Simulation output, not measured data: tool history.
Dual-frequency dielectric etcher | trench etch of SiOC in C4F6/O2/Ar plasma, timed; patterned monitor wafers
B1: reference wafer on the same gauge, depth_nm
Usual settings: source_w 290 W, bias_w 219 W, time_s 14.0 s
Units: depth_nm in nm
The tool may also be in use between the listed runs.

run 1 hour=0.0 | source_w=290 bias_w=219 time_s=17.0 | B1=23.10 | depth_nm=33.13
run 2 hour=33.4 | source_w=290 bias_w=219 time_s=17.0 | B1=23.10 | depth_nm=33.08
run 3 hour=58.5 | source_w=290 bias_w=219 time_s=17.0 | B1=23.11 | depth_nm=33.18
run 4 hour=129.9 | source_w=290 bias_w=219 time_s=14.0 | B1=23.09 | depth_nm=27.16
run 5 hour=175.4 | source_w=290 bias_w=219 time_s=14.0 | B1=23.12 | depth_nm=27.32
-- hour=218.1 wet clean of the chamber
run 6 hour=226.7 | source_w=290 bias_w=219 time_s=14.0 | B1=23.09 | depth_nm=27.21
run 7 hour=252.4 | source_w=290 bias_w=219 time_s=14.0 | B1=23.11 | depth_nm=27.08
run 8 hour=287.3 | source_w=330 bias_w=219 time_s=15.0 | B1=23.11 | depth_nm=30.45
run 9 hour=349.7 | source_w=330 bias_w=219 time_s=15.0 | B1=23.10 | depth_nm=30.43
run 10 hour=390.8 | source_w=290 bias_w=200 time_s=14.0 | B1=23.09 | depth_nm=25.87
run 11 hour=449.2 | source_w=290 bias_w=200 time_s=14.0 | B1=23.08 | depth_nm=25.92
run 12 hour=500.5 | source_w=290 bias_w=219 time_s=15.0 | B1=23.11 | depth_nm=28.97
run 13 hour=536.3 | source_w=290 bias_w=219 time_s=15.0 | B1=23.10 | depth_nm=28.67
run 14 hour=606.8 | source_w=290 bias_w=219 time_s=15.0 | B1=23.10 | depth_nm=28.81
-- hour=640.7 upper electrode replaced
run 15 hour=666.8 | source_w=290 bias_w=219 time_s=14.0 | B1=23.10 | depth_nm=26.83
run 16 hour=691.9 | source_w=240 bias_w=271 time_s=12.0 | B1=23.12 | depth_nm=23.84
-- hour=737.5 source power generator calibrated
-- hour=775.9 wet clean of the chamber
run 17 hour=776.4 | source_w=290 bias_w=219 time_s=14.0 | B1=23.10 | depth_nm=27.22
run 18 hour=793.7 | source_w=230 bias_w=177 time_s=12.5 | B1=23.10 | depth_nm=20.21
run 19 hour=820.0 | source_w=290 bias_w=273 time_s=10.0 | B1=23.11 | depth_nm=21.72
run 20 hour=870.0 | source_w=290 bias_w=200 time_s=14.0 | B1=23.10 | depth_nm=25.99
-- hour=1038.1 bias power generator calibrated
run 21 hour=1038.6 | source_w=260 bias_w=265 time_s=10.0 | B1=23.11 | depth_nm=21.09
-- hour=1131.9 gauge calibrated
run 22 hour=1190.3 | source_w=270 bias_w=219 time_s=14.0 | B1=23.12 | depth_nm=27.13
run 23 hour=1252.1 | source_w=330 bias_w=242 time_s=12.5 | B1=23.10 | depth_nm=27.34
run 24 hour=1294.4 | source_w=290 bias_w=219 time_s=14.0 | B1=23.10 | depth_nm=27.82
run 25 hour=1330.4 | source_w=340 bias_w=190 time_s=16.0 | B1=23.09 | depth_nm=31.45
-- hour=1374.3 wet clean of the chamber
run 26 hour=1374.8 | source_w=290 bias_w=256 time_s=13.0 | B1=23.08 | depth_nm=27.83
run 27 hour=1404.6 | source_w=290 bias_w=219 time_s=14.0 | B1=23.09 | depth_nm=27.90
run 28 hour=1431.2 | source_w=230 bias_w=183 time_s=10.5 | B1=23.10 | depth_nm=17.60
run 29 hour=1464.2 | source_w=230 bias_w=219 time_s=10.5 | B1=23.09 | depth_nm=19.28
run 30 hour=1503.7 | source_w=290 bias_w=219 time_s=14.0 | B1=23.11 | depth_nm=27.81
run 31 hour=1574.1 | source_w=240 bias_w=219 time_s=17.5 | B1=23.11 | depth_nm=32.51

Measured less the same run without the tool's hidden state. The same run-to-run variation is in both; the gauge's scatter may not be:
The hidden state here: etch rate over this chamber's usual, %; source power that arrives over what is set, %; bias power that arrives over what is set, %; gauge reads high (%).
run=1 depth_nm=-0.63
run=2 depth_nm=-0.66
run=3 depth_nm=-0.67
run=4 depth_nm=-0.61
run=5 depth_nm=-0.64
run=6 depth_nm=-0.67
run=7 depth_nm=-0.69
run=8 depth_nm=-0.79
run=9 depth_nm=-0.85
run=10 depth_nm=-0.75
run=11 depth_nm=-0.79
run=12 depth_nm=-0.94
run=13 depth_nm=-0.96
run=14 depth_nm=-1.03
run=15 depth_nm=-1.01
run=16 depth_nm=-0.95
run=17 depth_nm=-0.57
run=18 depth_nm=-0.41
run=19 depth_nm=-0.51
run=20 depth_nm=-0.58
run=21 depth_nm=+0.04
run=22 depth_nm=+0.04
run=23 depth_nm=+0.03
run=24 depth_nm=+0.02
run=25 depth_nm=+0.01
run=26 depth_nm=+0.01
run=27 depth_nm=+0.00
run=28 depth_nm=+0.00
run=29 depth_nm=-0.01
run=30 depth_nm=-0.02
run=31 depth_nm=-0.04
